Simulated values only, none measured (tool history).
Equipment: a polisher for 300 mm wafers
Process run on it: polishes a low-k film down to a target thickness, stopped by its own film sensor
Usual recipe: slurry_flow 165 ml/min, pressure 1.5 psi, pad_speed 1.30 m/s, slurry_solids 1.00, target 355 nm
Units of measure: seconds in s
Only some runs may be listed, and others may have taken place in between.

run,hour,slurry_flow,pressure,pad_speed,slurry_solids,target,"incoming thickness of the incoming film, nm",seconds
1,0.0,165,1.5,1.30,1.00,355,394.3,162.3
# hour 15.8: slurry blender recalibrated
2,50.2,165,1.5,1.30,0.75,355,401.1,210.9
# hour 63.3: worn pad replaced by a new one
3,118.8,165,1.5,1.30,0.75,355,400.3,204.2
4,152.5,165,1.5,1.30,0.75,355,405.5,234.8
# hour 173.1: head pressure recalibrated
5,198.4,165,1.5,1.30,1.00,355,401.3,194.7
6,233.1,165,1.5,1.30,1.00,355,399.6,182.7
# hour 288.4: conditioning disc replaced and pad reconditioned, repeated, since the last time left the tool worse
7,296.2,165,1.9,0.98,1.00,355,402.0,145.9
# hour 299.6: slurry nozzle cleaned
8,364.8,195,1.7,1.30,1.00,355,401.4,135.5
# hour 410.7: worn pad replaced by a new one
9,427.4,165,1.5,1.30,0.85,355,404.1,175.4
# hour 437.0: slurry blender recalibrated
10,509.7,165,1.8,1.30,1.20,355,397.4,122.1
11,537.6,165,1.5,1.30,1.00,364,401.0,129.8
12,568.9,165,1.5,1.60,1.20,371,400.7,86.2
13,626.6,165,1.5,0.84,1.00,368,401.3,162.8
# hour 634.2: conditioning disc replaced and pad reconditioned
14,672.4,165,1.2,1.52,0.85,366,395.6,103.4
15,732.1,130,1.5,1.52,1.00,355,396.3,124.5
# hour 773.1: slurry blender recalibrated
# hour 802.0: worn pad replaced by a new one
16,807.5,120,1.9,1.30,1.00,355,398.3,129.5
# hour 810.0: slurry nozzle cleaned
# hour 843.9: head pressure recalibrated
17,870.9,215,1.3,1.30,0.70,355,401.4,195.5
18,930.9,165,1.5,1.30,1.10,339,400.3,216.9
# hour 977.7: conditioning disc replaced and pad reconditioned
19,1020.6,165,1.5,1.30,1.00,355,403.3,151.3
20,1075.0,165,1.5,1.66,1.00,355,400.7,127.0
21,1137.3,185,1.5,1.30,1.00,355,399.0,147.6
# hour 1153.4: slurry blender recalibrated
# hour 1177.2: worn pad replaced by a new one
22,1179.1,215,1.5,0.88,1.20,355,400.4,189.7
23,1244.2,190,1.5,1.30,1.20,355,395.8,132.2
# hour 1284.2: slurry nozzle cleaned
# hour 1309.0: conditioning disc replaced and pad reconditioned
24,1312.6,165,1.5,1.30,1.00,355,401.1,143.2
# hour 1362.7: head pressure recalibrated
25,1368.3,165,1.5,1.30,1.00,355,398.4,144.4

4 ways to go on from here, each from the tool as it stands after run 25. What would each give?
A,1368.8,165,1.5,1.30,1.00,355,399.5,?
B,1368.8,165,1.1,1.30,1.25,370,399.5,?
C,1368.8,205,1.0,1.30,1.00,355,399.5,?
D,1368.8,165,1.2,1.30,1.00,350,399.5,?

run,seconds
A,145.2
B,114.5
C,194.5
D,192.3
Without the tool's hidden state the same runs would have given:
run,seconds
A,133.4
B,106.9
C,182.3
D,178.8
